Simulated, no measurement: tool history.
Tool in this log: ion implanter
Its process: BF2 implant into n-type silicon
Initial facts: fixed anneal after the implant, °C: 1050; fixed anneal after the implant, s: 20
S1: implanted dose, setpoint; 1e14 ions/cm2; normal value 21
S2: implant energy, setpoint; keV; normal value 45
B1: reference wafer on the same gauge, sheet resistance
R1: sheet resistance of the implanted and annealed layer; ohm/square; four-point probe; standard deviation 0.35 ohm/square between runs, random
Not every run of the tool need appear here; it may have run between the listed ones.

run 1 day=0 | S1=19.28 S2=45 | B1=79.5 | R1=84.87
run 2 day=2.588 | S1=19.28 S2=45 | B1=79.58 | R1=85.25
run 3 day=5.338 | S1=21 S2=45 | B1=79.3 | R1=82.44
run 4 day=7.058 | S1=21 S2=45 | B1=79.37 | R1=82.71
run 5 day=9.371 | S1=21 S2=45 | B1=79.26 | R1=82.17
run 6 day=12.942 | S1=19.47 S2=56 | B1=79.47 | R1=78.3
run 7 day=21.233 | S1=21 S2=45 | B1=79.46 | R1=82.38
run 8 day=22.288 | S1=21 S2=45 | B1=79.39 | R1=82.55
run 9 day=23.546 | S1=21 S2=45 | B1=79.33 | R1=82.1
run 10 day=24.871 | S1=21 S2=45 | B1=79.46 | R1=82.13
run 11 day=26.975 | S1=21 S2=45 | B1=79.39 | R1=82.5
-- day=28.121 gauge calibrated
run 12 day=28.55 | S1=21 S2=45 | B1=79.39 | R1=82.04
run 13 day=29.658 | S1=21 S2=45 | B1=79.37 | R1=82.25
run 14 day=31.921 | S1=24.93 S2=56 | B1=79.34 | R1=71.56
run 15 day=34.133 | S1=15.68 S2=53.5 | B1=79.5 | R1=88.38
-- day=35.925 Faraday cup replaced and dose calibrated
run 16 day=37.088 | S1=26.92 S2=53.5 | B1=79.43 | R1=71.65
run 17 day=38.979 | S1=18.44 S2=45 | B1=79.41 | R1=85.92
run 18 day=41.629 | S1=18.86 S2=52.5 | B1=79.51 | R1=80.75
run 19 day=43.817 | S1=23.47 S2=36 | B1=79.3 | R1=87.61
run 20 day=46.262 | S1=18.48 S2=38.5 | B1=79.31 | R1=90.74
run 21 day=47.571 | S1=16.75 S2=58 | B1=79.43 | R1=82.78

For run 22, what comes out?
-- day=48.342 extraction supply calibrated
run 22 day=50.096 | S1=21 S2=45 | B1=? | R1=?

B1: 79.47
R1: 82.07 ohm/square
With the hidden condition absent and the run-to-run variation left alone, this run would have shown R1 82.07 ohm/square.

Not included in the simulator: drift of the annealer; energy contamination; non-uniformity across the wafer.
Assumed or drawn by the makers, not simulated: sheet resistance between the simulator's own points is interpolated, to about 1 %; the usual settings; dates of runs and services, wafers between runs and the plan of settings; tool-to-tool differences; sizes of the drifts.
